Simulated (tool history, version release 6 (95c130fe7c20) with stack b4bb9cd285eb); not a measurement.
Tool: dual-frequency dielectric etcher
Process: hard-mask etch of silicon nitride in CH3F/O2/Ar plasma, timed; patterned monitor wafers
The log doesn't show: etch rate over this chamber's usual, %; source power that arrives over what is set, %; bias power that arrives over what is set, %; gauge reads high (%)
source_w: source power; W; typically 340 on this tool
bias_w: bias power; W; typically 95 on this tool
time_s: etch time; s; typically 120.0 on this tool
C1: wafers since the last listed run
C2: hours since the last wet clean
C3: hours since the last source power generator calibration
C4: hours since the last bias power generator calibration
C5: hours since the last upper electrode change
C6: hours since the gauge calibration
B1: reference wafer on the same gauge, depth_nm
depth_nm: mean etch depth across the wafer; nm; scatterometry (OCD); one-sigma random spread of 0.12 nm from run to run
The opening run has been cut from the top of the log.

Run 2, hour 17.5: usual settings; C1 200; C2 362.1; C3 2717.6; C4 4906.3; C5 3501.6; C6 1056.4; B1 89.7. Result: depth_nm 79.3 nm.
Run 3, hour 51.7: usual settings; C1 391; C2 396.3; C3 2751.8; C4 4940.5; C5 3535.8; C6 1090.6; B1 89.7. Result: depth_nm 79.1 nm.
Run 4, hour 70.7: usual settings but bias_w 78 W, time_s 92.0 s; C1 217; C2 415.3; C3 2770.8; C4 4959.5; C5 3554.8; C6 1109.6; B1 89.7. Result: depth_nm 57.2 nm.
Run 5, hour 101.9: usual settings but bias_w 108 W; C1 357; C2 446.5; C3 2802.0; C4 4990.7; C5 3586.0; C6 1140.8; B1 89.7. Result: depth_nm 82.0 nm.
Run 6, hour 134.8: usual settings but bias_w 108 W; C1 376; C2 479.4; C3 2834.9; C4 5023.6; C5 3618.9; C6 1173.7; B1 89.7. Result: depth_nm 82.0 nm.
Run 7, hour 150.0: usual settings but bias_w 81 W; C1 174; C2 494.6; C3 2850.1; C4 5038.8; C5 3634.1; C6 1188.9; B1 89.7. Result: depth_nm 75.3 nm.
At hour 177.1: wet clean of the chamber.
Run 8, hour 177.6: usual settings; C1 41; C2 0.5; C3 2877.7; C4 5066.4; C5 3661.7; C6 1216.5; B1 89.7. Result: depth_nm 80.0 nm.
Run 9, hour 185.0: usual settings but source_w 420 W; C1 84; C2 7.9; C3 2885.1; C4 5073.8; C5 3669.1; C6 1223.9; B1 89.7. Result: depth_nm 86.1 nm.
Run 10, hour 203.2: usual settings; C1 208; C2 26.1; C3 2903.3; C4 5092.0; C5 3687.3; C6 1242.1; B1 89.7. Result: depth_nm 79.9 nm.
Run 11, hour 219.2: usual settings but bias_w 117 W, time_s 105.0 s; C1 183; C2 42.1; C3 2919.3; C4 5108.0; C5 3703.3; C6 1258.1; B1 89.7. Result: depth_nm 74.6 nm.
Run 12, hour 249.2: usual settings but time_s 86.0 s; C1 343; C2 72.1; C3 2949.3; C4 5138.0; C5 3733.3; C6 1288.1; B1 89.7. Result: depth_nm 57.2 nm.
At hour 271.3: gauge calibrated.
Run 13, hour 277.7: usual settings; C1 326; C2 100.6; C3 2977.8; C4 5166.5; C5 3761.8; C6 6.4; B1 89.7. Result: depth_nm 79.8 nm.
Run 14, hour 308.0: usual settings but source_w 320 W, time_s 108.0 s; C1 347; C2 130.9; C3 3008.1; C4 5196.8; C5 3792.1; C6 36.7; B1 89.7. Result: depth_nm 70.3 nm.
Run 15, hour 338.1: usual settings but bias_w 77 W, time_s 152.5 s; C1 344; C2 161.0; C3 3038.2; C4 5226.9; C5 3822.2; C6 66.8; B1 89.7. Result: depth_nm 95.2 nm.
Run 16, hour 353.7: usual settings; C1 178; C2 176.6; C3 3053.8; C4 5242.5; C5 3837.8; C6 82.4; B1 89.7. Result: depth_nm 79.5 nm.
At hour 382.9: upper electrode replaced.
Run 17, hour 383.4: usual settings but time_s 88.0 s; C1 65; C2 206.3; C3 3083.5; C4 5272.2; C5 0.5; C6 112.1; B1 89.7. Result: depth_nm 58.1 nm.
Run 18, hour 392.5: usual settings but source_w 300 W, bias_w 72 W, time_s 130.0 s; C1 104; C2 215.4; C3 3092.6; C4 5281.3; C5 9.6; C6 121.2; B1 89.7. Result: depth_nm 76.1 nm.
At hour 430.2: bias power generator calibrated.
Run 19, hour 473.2: usual settings but bias_w 84 W; C1 878; C2 296.1; C3 3173.3; C4 43.0; C5 90.3; C6 201.9; B1 89.7. Result: depth_nm 76.4 nm.

For run 20, what comes out?
At hour 492.0: source power generator calibrated.
Run 20, hour 508.1: usual settings; C1 354; C2 331.0; C3 16.1; C4 77.9; C5 125.2; C6 236.8; B1 ?. Result: depth_nm ?.

B1: 89.7
depth_nm: 80.1 nm
Minus the tool's unlogged condition, the same run would have read depth_nm 81.0 nm.

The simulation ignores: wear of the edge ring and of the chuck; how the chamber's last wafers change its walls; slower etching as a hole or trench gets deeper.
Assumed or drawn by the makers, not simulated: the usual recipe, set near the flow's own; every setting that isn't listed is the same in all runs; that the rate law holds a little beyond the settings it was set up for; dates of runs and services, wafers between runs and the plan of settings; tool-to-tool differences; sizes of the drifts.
